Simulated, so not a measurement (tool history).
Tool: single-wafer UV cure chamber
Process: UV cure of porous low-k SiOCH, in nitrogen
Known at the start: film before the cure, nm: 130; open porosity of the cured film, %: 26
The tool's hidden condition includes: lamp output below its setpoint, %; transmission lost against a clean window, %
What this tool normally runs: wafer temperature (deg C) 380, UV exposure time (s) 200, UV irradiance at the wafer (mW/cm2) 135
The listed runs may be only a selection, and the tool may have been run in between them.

run   hour  wafer temperature (deg C)  UV exposure time (s)  UV irradiance at the wafer (mW/cm2)  wafers since the last listed run  hours since the UV bulbs were replaced  wafers since the quartz window was cleaned  loss of film thickness in the cure (%)
  1      0                        380                   200                                  112                                 0                                   548.1                                        2262                                  14.113
  2   15.2                        380                   200                                  112                                79                                   563.3                                        2342                                  14.539
  3   44.6                        380                   200                                  112                               153                                   592.7                                        2495                                  14.204
  4   67.4                        380                   200                                  135                               119                                   615.5                                        2614                                   15.06
  5   98.7                        386                   200                                  149                               163                                   646.8                                        2778                                  15.788
  6  124.7                        380                   200                                  135                               135                                   672.8                                        2914                                  15.226
  7  157.4                        380                   200                                  135                               170                                   705.5                                        3085                                  14.767
  8  171.4                        380                   200                                  135                                73                                   719.5                                        3158                                  14.748
  9  193.5                        380                   200                                  135                               115                                   741.6                                        3274                                  15.107
 10  217.2                        380                   200                                  135                               123                                   765.3                                        3398                                  14.851
 11  239.8                        380                   170                                  135                               118                                   787.9                                        3516                                  13.673
 12  256.6                        380                   170                                  135                                87                                   804.7                                        3603                                   13.54
 13  290.8                        380                   200                                  121                               178                                   838.9                                        3782                                  14.364
 14  316.9                        380                   200                                  135                               136                                     865                                        3919                                  14.482
 15  339.3                        394                   200                                  105                               117                                   887.4                                        4036                                  13.396
 16  364.8                        368                   200                                  135                               133                                   912.9                                        4169                                  14.679
     382.3  -- UV bulbs replaced
 17  385.3                        373                   200                                  109                                65                                       3                                        4234                                  13.509
     406.3  -- quartz window cleaned
 18  406.8                        396                   200                                  145                                70                                    24.5                                           2                                  16.845
 19  432.1                        365                   200                                  135                               132                                    49.8                                         134                                  15.708
 20  493.4                        380                   200                                  135                               320                                   111.1                                         455                                  15.767
 21  517.4                        386                   200                                  122                               125                                   135.1                                         580                                  15.575
 22  546.8                        380                   200                                  135                               153                                   164.5                                         734                                  15.888
 23  560.8                        380                   200                                  135                                73                                   178.5                                         807                                  15.802
 24  576.1                        380                   200                                  135                                79                                   193.8                                         887                                  15.582
 25  608.4                        380                   250                                   99                               168                                   226.1                                        1056                                  15.098
 26    634                        366                   200                                  135                               133                                   251.7                                        1190                                  15.081
 27  654.5                        380                   200                                  135                               107                                   272.2                                        1297                                  15.977

List, for all runs, the conditions of the tool that the log does not record:
lamp output below its setpoint, %: 0 across all the runs
H1: transmission lost against a clean window, %
run    H1
  1  11.5
  2  11.9
  3  12.6
  4  13.1
  5  13.9
  6  14.5
  7  15.3
  8  15.7
  9  16.2
 10  16.8
 11  17.4
 12  17.8
 13  18.6
 14  19.2
 15  19.8
 16  20.4
 17  20.9
 18  2.01
 19  2.62
 20  4.12
 21  4.71
 22  5.43
 23  5.77
 24  6.14
 25  6.93
 26  7.56
 27  8.06

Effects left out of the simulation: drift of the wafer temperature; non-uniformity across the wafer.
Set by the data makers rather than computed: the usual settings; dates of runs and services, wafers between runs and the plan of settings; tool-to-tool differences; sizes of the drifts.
